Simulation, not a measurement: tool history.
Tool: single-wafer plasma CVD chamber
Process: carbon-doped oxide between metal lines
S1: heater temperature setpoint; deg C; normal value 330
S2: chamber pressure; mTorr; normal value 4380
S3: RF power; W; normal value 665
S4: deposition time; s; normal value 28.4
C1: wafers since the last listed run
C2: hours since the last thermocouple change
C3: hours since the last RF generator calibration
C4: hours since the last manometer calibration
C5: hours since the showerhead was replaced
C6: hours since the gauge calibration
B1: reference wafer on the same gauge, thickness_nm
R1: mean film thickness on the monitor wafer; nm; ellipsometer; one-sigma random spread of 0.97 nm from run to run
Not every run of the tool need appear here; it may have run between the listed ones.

Run 1, hour 0.0: usual settings; C1 0; C2 1102.2; C3 886.2; C4 1395.0; C5 6421.1; C6 440.4; B1 163.037. Result: R1 192.514 nm.
Run 2, hour 97.5: usual settings but S2 3900 mTorr, S3 730 W; C1 2865; C2 1199.7; C3 983.7; C4 1492.5; C5 6518.6; C6 537.9; B1 162.955. Result: R1 200.440 nm.
Run 3, hour 182.8: usual settings but S2 3820 mTorr; C1 2507; C2 1285.0; C3 1069.0; C4 1577.8; C5 6603.9; C6 623.2; B1 163.098. Result: R1 189.085 nm.
Run 4, hour 222.6: usual settings but S2 3820 mTorr; C1 1169; C2 1324.8; C3 1108.8; C4 1617.6; C5 6643.7; C6 663.0; B1 162.890. Result: R1 187.642 nm.
Run 5, hour 287.9: usual settings but S2 3820 mTorr; C1 1919; C2 1390.1; C3 1174.1; C4 1682.9; C5 6709.0; C6 728.3; B1 162.936. Result: R1 188.516 nm.
Run 6, hour 353.9: usual settings; C1 1939; C2 1456.1; C3 1240.1; C4 1748.9; C5 6775.0; C6 794.3; B1 163.184. Result: R1 191.383 nm.
Run 7, hour 426.0: usual settings; C1 2119; C2 1528.2; C3 1312.2; C4 1821.0; C5 6847.1; C6 866.4; B1 162.835. Result: R1 191.352 nm.
At hour 434.5: capacitance manometer re-zeroed and calibrated.
Run 8, hour 468.3: usual settings but S1 339 deg C, S4 30.7 s; C1 1008; C2 1570.5; C3 1354.5; C4 33.8; C5 6889.4; C6 908.7; B1 163.064. Result: R1 200.454 nm.
At hour 529.1: RF generator calibrated.
At hour 650.7: gauge calibrated.
At hour 769.6: showerhead replaced.
Run 9, hour 770.1: usual settings but S1 345 deg C, S2 3600 mTorr, S3 630 W, S4 24.0 s; C1 8400; C2 1872.3; C3 241.0; C4 335.6; C5 0.5; C6 119.4; B1 162.970. Result: R1 147.953 nm.

What will run 10 give?
At hour 797.5: thermocouple changed; heater temperature recalibrated.
Run 10, hour 799.3: usual settings but S1 318 deg C, S2 3870 mTorr, S3 565 W, S4 23.6 s; C1 623; C2 1.8; C3 270.2; C4 364.8; C5 29.7; C6 148.6; B1 ?. Result: R1 ?.

{"run 10": {"B1": 163.1, "R1": 154.13}}
Without the tool's hidden state the same run would have given R1 154.938 nm.
